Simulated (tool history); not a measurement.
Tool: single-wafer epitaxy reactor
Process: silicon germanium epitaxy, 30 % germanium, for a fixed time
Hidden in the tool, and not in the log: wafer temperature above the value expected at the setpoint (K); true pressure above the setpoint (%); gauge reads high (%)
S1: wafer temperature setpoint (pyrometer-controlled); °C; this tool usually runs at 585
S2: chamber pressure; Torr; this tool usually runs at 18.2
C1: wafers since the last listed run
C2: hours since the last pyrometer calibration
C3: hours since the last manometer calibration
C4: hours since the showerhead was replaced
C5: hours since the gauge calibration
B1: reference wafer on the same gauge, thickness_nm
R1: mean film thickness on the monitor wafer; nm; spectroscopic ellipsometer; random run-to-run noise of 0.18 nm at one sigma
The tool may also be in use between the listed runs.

run,hour,S1,S2,C1,C2,C3,C4,C5,B1,R1
1,0,578,19.9,0,570.8,1813.2,5626.5,1550.6,51.442,39.807
2,71.5,585,15.3,1484,642.3,1884.7,5698,1622.1,51.568,43.642
3,126.1,585,15.3,1133,696.9,1939.3,5752.6,1676.7,51.475,43.85
4,174.5,585,18.2,1005,745.3,1987.7,5801,1725.1,51.508,45.595
5,203.2,585,18.2,595,774,2016.4,5829.7,1753.8,51.458,45.458
6,242.8,593,15.1,822,813.6,2056,5869.3,1793.4,51.514,51.377
7,280.5,593,15.1,782,851.3,2093.7,5907,1831.1,51.498,51.239
8,314.4,585,20.4,703,885.2,2127.6,5940.9,1865,51.527,46.102
9,355.6,585,20.4,855,926.4,2168.8,5982.1,1906.2,51.513,46.012
# hour 385.8: pyrometer calibrated
10,406.1,585,20.4,882,20.3,2219.3,6032.6,1956.7,51.47,46.532
11,441.7,585,18.2,739,55.9,2254.9,6068.2,1992.3,51.518,45.057
# hour 492.9: showerhead replaced
12,581.8,585,20.4,2743,196,2395,88.9,2132.4,51.465,45.95
13,620.3,585,18.2,799,234.5,2433.5,127.4,2170.9,51.503,45.079
14,660.3,585,18.2,830,274.5,2473.5,167.4,2210.9,51.551,45.11
15,714.8,585,20.7,1131,329,2528,221.9,2265.4,51.511,45.922
16,747,571,15.6,668,361.2,2560.2,254.1,2297.6,51.463,32.394
17,779.4,585,18.2,672,393.6,2592.6,286.5,2330,51.476,44.984
18,834,594,21.5,1133,448.2,2647.2,341.1,2384.6,51.558,55.837
# hour 874.5: capacitance manometer re-zeroed and calibrated
19,878.9,596,14.5,766,493.1,4.4,386,2429.5,51.536,54.699
20,917.9,571,21,809,532.1,43.4,425,2468.5,51.426,34.917
21,970.9,599,22.4,1100,585.1,96.4,478,2521.5,51.4,62.955
# hour 1067.5: gauge calibrated
22,1150.9,599,20.9,3737,765.1,276.4,658,83.4,51.484,62.016
23,1182.7,585,18.2,660,796.9,308.2,689.8,115.2,51.46,45.763
24,1233.2,592,16.9,1048,847.4,358.7,740.3,165.7,51.484,51.548
25,1265.1,585,18.2,662,879.3,390.6,772.2,197.6,51.451,45.375
26,1334.1,573,21.9,1432,948.3,459.6,841.2,266.6,51.448,36.93
27,1362.7,573,18.2,593,976.9,488.2,869.8,295.2,51.493,35.42
28,1432.9,590,18.2,1457,1047.1,558.4,940,365.4,51.512,50.147
29,1457.8,591,14.1,517,1072,583.3,964.9,390.3,51.433,49.014
30,1482,596,15.8,502,1096.2,607.5,989.1,414.5,51.508,55.617
31,1543,577,22.3,1266,1157.2,668.5,1050.1,475.5,51.492,39.958
# hour 1599.3: pyrometer calibrated
32,1614.8,596,22.2,1324,15.5,740.3,1121.9,547.3,51.429,59.528
33,1729.3,585,18.2,2377,130,854.8,1236.4,661.8,51.482,45.091
34,1762.8,580,19.6,695,163.5,888.3,1269.9,695.3,51.451,41.378

Some steps in R1 between neighbouring runs. How much of each would the tool show without its hidden state too (settings, what came in, random variation), and how much is left for the hidden state, with any gauge scatter that isn't in both results?
Run 16 -> 17: S1 571 -> 585, S2 15.6 -> 18.2. R1 +12.59 nm: hidden state -0.167, all else +12.757.
Run 17 -> 18: S1 585 -> 594, S2 18.2 -> 21.5. R1 +10.853 nm: hidden state -0.17, all else +11.023.
Run 18 -> 19: S1 594 -> 596, S2 21.5 -> 14.5, capacitance manometer re-zeroed and calibrated. R1 -1.138 nm: hidden state +0.688, all else -1.826.
Run 19 -> 20: S1 596 -> 571, S2 14.5 -> 21. R1 -19.782 nm: hidden state +0.011, all else -19.793.
Run 20 -> 21: S1 571 -> 599, S2 21 -> 22.4. R1 +28.038 nm: hidden state -0.019, all else +28.057.
Run 31 -> 32: S1 577 -> 596, S2 22.3 -> 22.2, pyrometer calibrated. R1 +19.57 nm: hidden state -0.046, all else +19.616.
